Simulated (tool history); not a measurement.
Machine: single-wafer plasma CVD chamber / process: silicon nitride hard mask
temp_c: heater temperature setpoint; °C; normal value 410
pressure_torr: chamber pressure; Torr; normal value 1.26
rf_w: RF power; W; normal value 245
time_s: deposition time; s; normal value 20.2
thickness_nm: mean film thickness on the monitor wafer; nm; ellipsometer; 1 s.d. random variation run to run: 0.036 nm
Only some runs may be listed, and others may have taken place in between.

| run | hour | temp_c | pressure_torr | rf_w | time_s | read-back reference wafer on the same gauge, thickness_nm | thickness_nm |
|---|---|---|---|---|---|---|---|
| 1 | 0 | 410 | 1.26 | 245 | 20.2 | 14.289 | 17.005 |
| 2 | 53.6 | 410 | 1.26 | 245 | 20.2 | 14.294 | 17.083 |
| 3 | 92.8 | 410 | 1.26 | 245 | 20.2 | 14.301 | 17.085 |
| 4 | 150.1 | 410 | 1.26 | 245 | 20.2 | 14.304 | 17.014 |
| 5 | 226.9 | 410 | 1.26 | 235 | 20.2 | 14.303 | 16.411 |
| 6 | 277.9 | 410 | 1.26 | 235 | 20.2 | 14.298 | 16.36 |
|  | 324.1 | gauge calibrated |
|  | 348.9 | thermocouple changed; heater temperature recalibrated |
| 7 | 378 | 410 | 1.26 | 265 | 20.2 | 14.303 | 18.369 |
|  | 391.7 | RF generator calibrated |
| 8 | 436.5 | 410 | 1.26 | 265 | 20.2 | 14.285 | 18.765 |
|  | 459.2 | showerhead replaced |
| 9 | 540 | 423 | 1.36 | 275 | 16.2 | 14.308 | 15.75 |
| 10 | 595.1 | 410 | 1.26 | 265 | 20.2 | 14.303 | 18.726 |
| 11 | 645.5 | 416 | 0.98 | 270 | 24 | 14.313 | 20.586 |
| 12 | 687.7 | 401 | 1.26 | 280 | 20.2 | 14.3 | 19.695 |
|  | 696.5 | capacitance manometer re-zeroed and calibrated |
| 13 | 795.4 | 410 | 1.26 | 245 | 20.2 | 14.315 | 16.956 |
| 14 | 835.1 | 410 | 1.26 | 245 | 19.2 | 14.301 | 16.128 |
| 15 | 941.4 | 395 | 1.26 | 245 | 20.2 | 14.298 | 17.042 |
| 16 | 980.2 | 397 | 1.26 | 210 | 20.2 | 14.298 | 14.568 |

Here are 5 independent what-if runs from the current tool condition. What would each one return?
| A | 980.6 | 410 | 1.48 | 245 | 20.2 | ? | ? |
| B | 980.6 | 401 | 1.26 | 245 | 20.2 | ? | ? |
| C | 980.6 | 410 | 1.06 | 195 | 20.2 | ? | ? |
| D | 980.6 | 410 | 1.02 | 245 | 20.2 | ? | ? |
| E | 980.6 | 425 | 1.12 | 245 | 20.2 | ? | ? |

| run | read-back reference wafer on the same gauge, thickness_nm | thickness_nm |
|---|---|---|
| A | 14.292 | 17.839 |
| B | 14.292 | 16.998 |
| C | 14.292 | 12.568 |
| D | 14.292 | 15.702 |
| E | 14.292 | 16.137 |
What these runs would have given with no unlogged condition in the tool:
| run | thickness_nm |
|---|---|
| A | 18.069 |
| B | 17.215 |
| C | 12.746 |
| D | 15.9 |
| E | 16.34 |
